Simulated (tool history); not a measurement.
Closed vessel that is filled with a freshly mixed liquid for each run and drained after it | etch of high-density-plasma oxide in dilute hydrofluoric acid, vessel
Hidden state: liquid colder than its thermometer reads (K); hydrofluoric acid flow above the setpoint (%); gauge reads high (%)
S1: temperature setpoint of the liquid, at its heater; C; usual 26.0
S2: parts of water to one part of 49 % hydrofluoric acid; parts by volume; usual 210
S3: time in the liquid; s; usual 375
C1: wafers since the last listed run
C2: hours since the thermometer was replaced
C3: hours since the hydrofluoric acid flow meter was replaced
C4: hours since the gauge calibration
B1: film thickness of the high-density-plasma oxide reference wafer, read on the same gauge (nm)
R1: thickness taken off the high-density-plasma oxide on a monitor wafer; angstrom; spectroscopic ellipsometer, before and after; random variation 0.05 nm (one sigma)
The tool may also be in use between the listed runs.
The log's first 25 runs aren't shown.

run 26 hour=347.0 | S1=26.0 S2=210 S3=375 | C1=570 C2=113.4 C3=188.6 C4=165.4 | B1=79.97 | R1=101.7
run 27 hour=356.7 | S1=21.5 S2=110 S3=555 | C1=564 C2=123.1 C3=198.3 C4=175.1 | B1=80.02 | R1=272.6
run 28 hour=364.3 | S1=24.5 S2=260 S3=375 | C1=442 C2=130.7 C3=205.9 C4=182.7 | B1=79.98 | R1=74.1
run 29 hour=380.1 | S1=26.0 S2=275 S3=150 | C1=919 C2=146.5 C3=221.7 C4=198.5 | B1=80.04 | R1=29.0
run 30 hour=433.3 | S1=30.0 S2=155 S3=455 | C1=3096 C2=199.7 C3=274.9 C4=251.7 | B1=79.97 | R1=206.2
run 31 hour=442.4 | S1=26.0 S2=210 S3=375 | C1=529 C2=208.8 C3=284.0 C4=260.8 | B1=80.02 | R1=101.6
run 32 hour=451.3 | S1=26.0 S2=210 S3=375 | C1=518 C2=217.7 C3=292.9 C4=269.7 | B1=79.96 | R1=102.5
run 33 hour=463.7 | S1=22.0 S2=170 S3=590 | C1=721 C2=230.1 C3=305.3 C4=282.1 | B1=80.02 | R1=178.3

3 ways to go on from here, each from the tool as it stands after run 33. What would each give?
run A hour=464.5 | S1=26.0 S2=210 S3=375 | C1=46 C2=230.9 C3=306.1 C4=282.9 | B1=? | R1=?
run B hour=464.5 | S1=29.0 S2=315 S3=550 | C1=46 C2=230.9 C3=306.1 C4=282.9 | B1=? | R1=?
run C hour=464.5 | S1=22.0 S2=155 S3=375 | C1=46 C2=230.9 C3=306.1 C4=282.9 | B1=? | R1=?

run=A B1=80.05 R1=102.3
run=B B1=80.05 R1=99.2
run=C B1=80.05 R1=126.4
Without the tool's hidden state the same runs would have given:
run=A R1=100.3
run=B R1=96.9
run=C R1=124.2
